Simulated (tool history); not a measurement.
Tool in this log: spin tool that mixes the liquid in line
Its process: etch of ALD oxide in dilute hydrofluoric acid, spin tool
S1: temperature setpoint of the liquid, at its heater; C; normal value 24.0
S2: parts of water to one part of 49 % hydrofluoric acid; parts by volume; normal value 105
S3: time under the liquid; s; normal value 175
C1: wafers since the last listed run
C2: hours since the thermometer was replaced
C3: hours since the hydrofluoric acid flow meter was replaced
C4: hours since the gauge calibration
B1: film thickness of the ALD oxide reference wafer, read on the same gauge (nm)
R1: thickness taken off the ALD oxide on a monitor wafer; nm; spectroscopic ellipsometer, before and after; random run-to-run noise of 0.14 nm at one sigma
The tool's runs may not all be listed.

| run | hour | S1 | S2 | S3 | C1 | C2 | C3 | C4 | B1 | R1 |
|---|---|---|---|---|---|---|---|---|---|---|
| 1 | 0.0 | 24.0 | 105 | 175 | 0 | 2151.9 | 1245.6 | 190.8 | 130.00 | 24.51 |
| 2 | 27.3 | 24.0 | 105 | 175 | 274 | 2179.2 | 1272.9 | 218.1 | 130.01 | 24.95 |
| 3 | 80.0 | 24.0 | 105 | 115 | 530 | 2231.9 | 1325.6 | 270.8 | 129.99 | 16.33 |
| 4 | 88.1 | 24.0 | 140 | 175 | 81 | 2240.0 | 1333.7 | 278.9 | 130.01 | 17.93 |
|  | 115.0 | hydrofluoric acid flow meter replaced |
| 5 | 124.5 | 24.0 | 140 | 175 | 356 | 2276.4 | 9.5 | 315.3 | 129.94 | 16.26 |
| 6 | 164.9 | 24.0 | 140 | 175 | 406 | 2316.8 | 49.9 | 355.7 | 130.07 | 16.19 |
| 7 | 172.4 | 24.0 | 105 | 175 | 75 | 2324.3 | 57.4 | 363.2 | 129.97 | 22.54 |
| 8 | 183.5 | 24.0 | 105 | 175 | 111 | 2335.4 | 68.5 | 374.3 | 130.06 | 22.65 |
| 9 | 190.4 | 24.0 | 105 | 175 | 69 | 2342.3 | 75.4 | 381.2 | 130.03 | 22.78 |
| 10 | 198.7 | 24.0 | 105 | 130 | 83 | 2350.6 | 83.7 | 389.5 | 130.04 | 16.87 |
| 11 | 207.2 | 24.0 | 105 | 175 | 85 | 2359.1 | 92.2 | 398.0 | 130.00 | 22.69 |
| 12 | 221.8 | 28.0 | 155 | 130 | 146 | 2373.7 | 106.8 | 412.6 | 130.01 | 12.49 |
| 13 | 233.7 | 21.5 | 70 | 175 | 119 | 2385.6 | 118.7 | 424.5 | 129.98 | 32.12 |
| 14 | 249.1 | 21.0 | 85 | 205 | 154 | 2401.0 | 134.1 | 439.9 | 130.01 | 29.61 |
| 15 | 257.3 | 24.0 | 105 | 175 | 82 | 2409.2 | 142.3 | 448.1 | 129.98 | 22.44 |
|  | 271.4 | gauge calibrated |
| 16 | 271.7 | 24.0 | 105 | 175 | 144 | 2423.6 | 156.7 | 0.3 | 129.96 | 22.88 |
| 17 | 288.5 | 27.5 | 105 | 75 | 169 | 2440.4 | 173.5 | 17.1 | 130.02 | 11.31 |
|  | 296.5 | thermometer replaced |
| 18 | 302.8 | 20.0 | 75 | 265 | 133 | 6.3 | 187.8 | 31.4 | 129.96 | 42.84 |
| 19 | 310.6 | 27.0 | 150 | 70 | 78 | 14.1 | 195.6 | 39.2 | 130.03 | 6.77 |
| 20 | 323.4 | 24.0 | 105 | 265 | 128 | 26.9 | 208.4 | 52.0 | 129.99 | 34.96 |
| 21 | 339.2 | 20.0 | 60 | 130 | 158 | 42.7 | 224.2 | 67.8 | 129.99 | 26.60 |
| 22 | 356.5 | 24.0 | 105 | 175 | 174 | 60.0 | 241.5 | 85.1 | 129.97 | 23.24 |
| 23 | 370.4 | 25.5 | 75 | 75 | 139 | 73.9 | 255.4 | 99.0 | 130.01 | 15.14 |
| 24 | 386.1 | 24.0 | 105 | 175 | 157 | 89.6 | 271.1 | 114.7 | 129.98 | 23.10 |
| 25 | 393.1 | 24.0 | 105 | 175 | 70 | 96.6 | 278.1 | 121.7 | 129.98 | 23.03 |
| 26 | 399.5 | 25.5 | 70 | 110 | 64 | 103.0 | 284.5 | 128.1 | 130.00 | 24.38 |
| 27 | 413.8 | 24.0 | 105 | 175 | 143 | 117.3 | 298.8 | 142.4 | 130.01 | 23.31 |
| 28 | 420.4 | 24.0 | 150 | 175 | 66 | 123.9 | 305.4 | 149.0 | 130.04 | 15.32 |
| 29 | 438.4 | 28.0 | 105 | 175 | 181 | 141.9 | 323.4 | 167.0 | 129.97 | 26.86 |
| 30 | 448.3 | 24.0 | 145 | 75 | 99 | 151.8 | 333.3 | 176.9 | 130.05 | 6.80 |
| 31 | 464.2 | 24.0 | 105 | 175 | 159 | 167.7 | 349.2 | 192.8 | 130.01 | 23.18 |
| 32 | 474.5 | 20.0 | 85 | 220 | 103 | 178.0 | 359.5 | 203.1 | 129.98 | 31.34 |
| 33 | 489.2 | 24.0 | 105 | 175 | 147 | 192.7 | 374.2 | 217.8 | 130.01 | 23.20 |
| 34 | 496.1 | 24.0 | 105 | 175 | 69 | 199.6 | 381.1 | 224.7 | 130.01 | 23.35 |

5 options for the next run, each taken on its own from the tool as it stands now. Forecast them:
| A | 496.6 | 24.0 | 105 | 175 | 5 | 200.1 | 381.6 | 225.2 | ? | ? |
| B | 496.6 | 22.5 | 105 | 205 | 5 | 200.1 | 381.6 | 225.2 | ? | ? |
| C | 496.6 | 24.0 | 125 | 175 | 5 | 200.1 | 381.6 | 225.2 | ? | ? |
| D | 496.6 | 22.0 | 85 | 135 | 5 | 200.1 | 381.6 | 225.2 | ? | ? |
| E | 496.6 | 24.0 | 105 | 225 | 5 | 200.1 | 381.6 | 225.2 | ? | ? |

| run | B1 | R1 |
|---|---|---|
| A | 130.01 | 22.84 |
| B | 130.01 | 25.21 |
| C | 130.01 | 18.75 |
| D | 130.01 | 20.56 |
| E | 130.01 | 29.37 |
With no hidden state in the tool, these same runs would have given:
| run | R1 |
|---|---|
| A | 21.90 |
| B | 24.17 |
| C | 17.96 |
| D | 19.73 |
| E | 28.15 |
